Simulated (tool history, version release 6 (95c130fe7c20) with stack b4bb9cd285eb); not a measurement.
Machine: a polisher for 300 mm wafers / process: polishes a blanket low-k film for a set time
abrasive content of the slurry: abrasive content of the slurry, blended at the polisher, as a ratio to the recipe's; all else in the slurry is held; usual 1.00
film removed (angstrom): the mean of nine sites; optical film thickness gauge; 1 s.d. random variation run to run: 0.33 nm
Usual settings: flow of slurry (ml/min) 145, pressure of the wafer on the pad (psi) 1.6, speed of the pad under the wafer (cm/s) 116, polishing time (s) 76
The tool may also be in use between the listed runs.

run	hour	flow of slurry (ml/min)	pressure of the wafer on the pad (psi)	speed of the pad under the wafer (cm/s)	abrasive content of the slurry	polishing time (s)	wafers since the last listed run	wafers polished on this pad	hours since the slurry nozzle was cleaned	hours since the head pressure was calibrated	hours since the slurry blender was calibrated	hours since the conditioning disc was replaced	incoming thickness of the incoming film, nm	film removed (angstrom)
1	0.0	145	1.6	116	0.80	63	0	61	79.4	578.4	369.7	133.9	545.8	210
# hour 11.0: conditioning disc replaced and pad reconditioned
2	21.2	145	1.6	116	1.00	76	205	266	100.6	599.6	390.9	10.2	547.6	280
3	35.3	145	1.6	116	1.00	76	150	417	114.7	613.7	405.0	24.3	553.8	278
4	66.1	145	1.6	116	1.00	76	329	746	145.5	644.5	435.8	55.1	556.3	275
5	82.8	145	1.6	136	1.00	76	178	925	162.2	661.2	452.5	71.8	552.5	312
# hour 100.9: worn pad replaced by a new one
6	115.0	145	1.6	136	1.00	76	301	150	194.4	693.4	484.7	104.0	555.0	317
7	129.5	145	1.6	128	1.00	76	154	305	208.9	707.9	499.2	118.5	550.2	306
# hour 154.0: conditioning disc replaced and pad reconditioned
8	155.3	145	1.6	128	1.00	76	254	560	234.7	733.7	525.0	1.3	554.9	305
# hour 164.6: head pressure recalibrated
# hour 174.7: slurry blender recalibrated
9	183.5	145	1.6	116	1.00	76	258	818	262.9	18.9	8.8	29.5	546.0	263
10	204.1	145	1.6	116	1.00	76	220	1038	283.5	39.5	29.4	50.1	539.3	261
# hour 220.7: worn pad replaced by a new one
11	226.4	145	1.6	116	1.00	66	195	60	305.8	61.8	51.7	72.4	552.4	223
12	262.2	145	1.6	116	1.00	76	382	443	341.6	97.6	87.5	108.2	545.5	261
13	278.1	145	1.9	126	1.30	97	169	613	357.5	113.5	103.4	124.1	549.5	469
# hour 296.6: slurry nozzle cleaned
# hour 297.6: conditioning disc replaced and pad reconditioned
14	311.9	145	1.6	116	1.00	76	339	952	15.3	147.3	137.2	14.3	546.5	262
# hour 328.8: worn pad replaced by a new one
15	338.5	145	1.6	116	1.00	76	241	103	41.9	173.9	163.8	40.9	555.7	273
16	368.0	185	1.6	102	1.20	76	315	419	71.4	203.4	193.3	70.4	544.8	268
17	380.4	120	1.8	154	1.20	76	132	551	83.8	215.8	205.7	82.8	551.6	373
18	395.3	185	1.6	134	1.00	94	159	710	98.7	230.7	220.6	97.7	553.4	396
19	411.6	145	1.6	116	1.00	84	174	885	115.0	247.0	236.9	114.0	556.3	297
20	426.7	145	1.6	76	0.80	76	161	1046	130.1	262.1	252.0	129.1	547.4	181

A few steps of film removed (angstrom) between consecutive runs. Split each: what settings, incoming material and random variation would produce without the hidden state, and what is left over for the hidden state, along with gauge scatter present in only one of the two compared results (measured, and without hidden state):
The hidden state here: removal rate lost through wear of the pad, %; slurry flow missing at the pad, %; deviation of the head's pressure from its setpoint, %; abrasive missing from the slurry, %; time polished since the conditioner stopped cutting, s.
Run 8 -> 9: speed of the pad under the wafer (cm/s) 128 -> 116, head pressure recalibrated, slurry blender recalibrated. film removed (angstrom) -42: hidden state -21, all else -21.
Run 12 -> 13: pressure of the wafer on the pad (psi) 1.6 -> 1.9, speed of the pad under the wafer (cm/s) 116 -> 126, abrasive content of the slurry 1.00 -> 1.30, polishing time (s) 76 -> 97. film removed (angstrom) +208: hidden state +5, all else +203.
Run 13 -> 14: pressure of the wafer on the pad (psi) 1.9 -> 1.6, speed of the pad under the wafer (cm/s) 126 -> 116, abrasive content of the slurry 1.30 -> 1.00, polishing time (s) 97 -> 76, slurry nozzle cleaned, conditioning disc replaced and pad reconditioned. film removed (angstrom) -207: hidden state -2, all else -205.
